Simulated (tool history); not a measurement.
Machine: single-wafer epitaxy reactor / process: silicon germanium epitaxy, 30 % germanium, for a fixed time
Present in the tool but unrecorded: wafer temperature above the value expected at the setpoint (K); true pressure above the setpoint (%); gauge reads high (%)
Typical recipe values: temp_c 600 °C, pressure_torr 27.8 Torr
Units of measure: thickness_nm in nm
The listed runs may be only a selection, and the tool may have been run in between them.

| run | day | temp_c | pressure_torr | wafers since the last listed run | hours since the last pyrometer calibration | hours since the last manometer calibration | hours since the showerhead was replaced | hours since the gauge calibration | read-back reference wafer on the same gauge, thickness_nm | thickness_nm |
|---|---|---|---|---|---|---|---|---|---|---|
| 1 | 0 | 600 | 33.3 | 0 | 1644.1 | 1142 | 2693.7 | 178.8 | 71.64 | 82.58 |
| 2 | 1.175 | 600 | 33.3 | 501 | 1672.3 | 1170.2 | 2721.9 | 207 | 71.631 | 83.438 |
| 3 | 2.025 | 600 | 27.8 | 363 | 1692.7 | 1190.6 | 2742.3 | 227.4 | 71.602 | 75.62 |
| 4 | 2.917 | 600 | 27.8 | 380 | 1714.1 | 1212 | 2763.7 | 248.8 | 71.702 | 75.007 |
| 5 | 3.471 | 600 | 27.8 | 236 | 1727.4 | 1225.3 | 2777 | 262.1 | 71.722 | 75.74 |
| 6 | 4.796 | 606 | 27.8 | 565 | 1759.2 | 1257.1 | 2808.8 | 293.9 | 71.745 | 85.212 |
| 7 | 6.129 | 606 | 27.8 | 569 | 1791.2 | 1289.1 | 2840.8 | 325.9 | 71.633 | 84.963 |
| 8 | 7.204 | 606 | 27.8 | 459 | 1817 | 1314.9 | 2866.6 | 351.7 | 71.801 | 85.217 |
| 9 | 8.546 | 600 | 30.4 | 573 | 1849.2 | 1347.1 | 2898.8 | 383.9 | 71.657 | 78.577 |
| 10 | 9.554 | 600 | 30.4 | 430 | 1873.4 | 1371.3 | 2923 | 408.1 | 71.807 | 78.045 |
| 11 | 10.112 | 600 | 23.7 | 238 | 1886.8 | 1384.7 | 2936.4 | 421.5 | 71.677 | 69.276 |
| 12 | 11.154 | 600 | 23.7 | 444 | 1911.8 | 1409.7 | 2961.4 | 446.5 | 71.73 | 69.662 |
| 13 | 12.571 | 615 | 32.3 | 605 | 1945.8 | 1443.7 | 2995.4 | 480.5 | 71.667 | 109.488 |
|  | 13.475 | pyrometer calibrated |
| 14 | 13.496 | 600 | 27.8 | 252 | 0.5 | 1465.9 | 3017.6 | 502.7 | 71.641 | 75.308 |
| 15 | 14.458 | 589 | 26 | 411 | 23.6 | 1489 | 3040.7 | 525.8 | 71.801 | 57.519 |
|  | 15.012 | capacitance manometer re-zeroed and calibrated |
| 16 | 15.875 | 596 | 27.8 | 462 | 57.6 | 20.7 | 3074.7 | 559.8 | 71.684 | 74.017 |
|  | 16.479 | showerhead replaced |
| 17 | 16.508 | 613 | 27.8 | 128 | 72.8 | 35.9 | 0.7 | 575 | 71.75 | 105.855 |
| 18 | 17.954 | 606 | 25.7 | 617 | 107.5 | 70.6 | 35.4 | 609.7 | 71.674 | 87.859 |
| 19 | 18.538 | 592 | 31.5 | 249 | 121.5 | 84.6 | 49.4 | 623.7 | 71.612 | 72.496 |
|  | 19.592 | gauge calibrated |
| 20 | 19.65 | 600 | 27.8 | 475 | 148.2 | 111.3 | 76.1 | 1.4 | 71.708 | 81.133 |
| 21 | 20.558 | 609 | 33.9 | 387 | 170 | 133.1 | 97.9 | 23.2 | 71.752 | 107.789 |
| 22 | 21.283 | 609 | 24.7 | 309 | 187.4 | 150.5 | 115.3 | 40.6 | 71.694 | 92.125 |
| 23 | 22.617 | 612 | 27.8 | 569 | 219.4 | 182.5 | 147.3 | 72.6 | 71.662 | 103.379 |
| 24 | 23.638 | 600 | 27.8 | 435 | 243.9 | 207 | 171.8 | 97.1 | 71.735 | 80.392 |
| 25 | 24.454 | 600 | 34.2 | 348 | 263.5 | 226.6 | 191.4 | 116.7 | 71.685 | 90.348 |
| 26 | 25.004 | 605 | 22.6 | 234 | 276.7 | 239.8 | 204.6 | 129.9 | 71.62 | 81.322 |
|  | 25.996 | capacitance manometer re-zeroed and calibrated, repeated, since the last time left the tool worse |
| 27 | 26.017 | 600 | 27.8 | 290 | 301 | 0.5 | 228.9 | 154.2 | 71.742 | 76.636 |
| 28 | 26.65 | 605 | 34.3 | 270 | 316.2 | 15.7 | 244.1 | 169.4 | 71.688 | 94.06 |
| 29 | 27.575 | 612 | 34.1 | 395 | 338.4 | 37.9 | 266.3 | 191.6 | 71.611 | 109.201 |
| 30 | 28.242 | 600 | 33.7 | 284 | 354.4 | 53.9 | 282.3 | 207.6 | 71.724 | 84.251 |
| 31 | 29.388 | 606 | 27.8 | 489 | 381.9 | 81.4 | 309.8 | 235.1 | 71.749 | 86.456 |
| 32 | 30.733 | 600 | 27.8 | 574 | 414.2 | 113.7 | 342.1 | 267.4 | 71.719 | 76.722 |
| 33 | 31.588 | 596 | 22.1 | 364 | 434.7 | 134.2 | 362.6 | 287.9 | 71.737 | 63.174 |
| 34 | 32.45 | 600 | 24.9 | 368 | 455.4 | 154.9 | 383.3 | 308.6 | 71.707 | 72.831 |
| 35 | 36.371 | 600 | 27.8 | 1674 | 549.5 | 249 | 477.4 | 402.7 | 71.783 | 76.118 |

Below are 4 alternative next runs, each starting from the tool's condition after run 35. Predict each:
| A | 36.388 | 600 | 27.8 | 7 | 549.9 | 249.4 | 477.8 | 403.1 | ? | ? |
| B | 36.388 | 600 | 31.5 | 7 | 549.9 | 249.4 | 477.8 | 403.1 | ? | ? |
| C | 36.388 | 600 | 32.3 | 7 | 549.9 | 249.4 | 477.8 | 403.1 | ? | ? |
| D | 36.388 | 587 | 31.5 | 7 | 549.9 | 249.4 | 477.8 | 403.1 | ? | ? |

| run | read-back reference wafer on the same gauge, thickness_nm | thickness_nm |
|---|---|---|
| A | 71.727 | 76.052 |
| B | 71.727 | 80.947 |
| C | 71.727 | 81.948 |
| D | 71.727 | 61.462 |
Stripped of hidden state, with their random variation kept, the same runs would have yielded:
| run | thickness_nm |
|---|---|
| A | 76.248 |
| B | 81.155 |
| C | 82.159 |
| D | 61.62 |
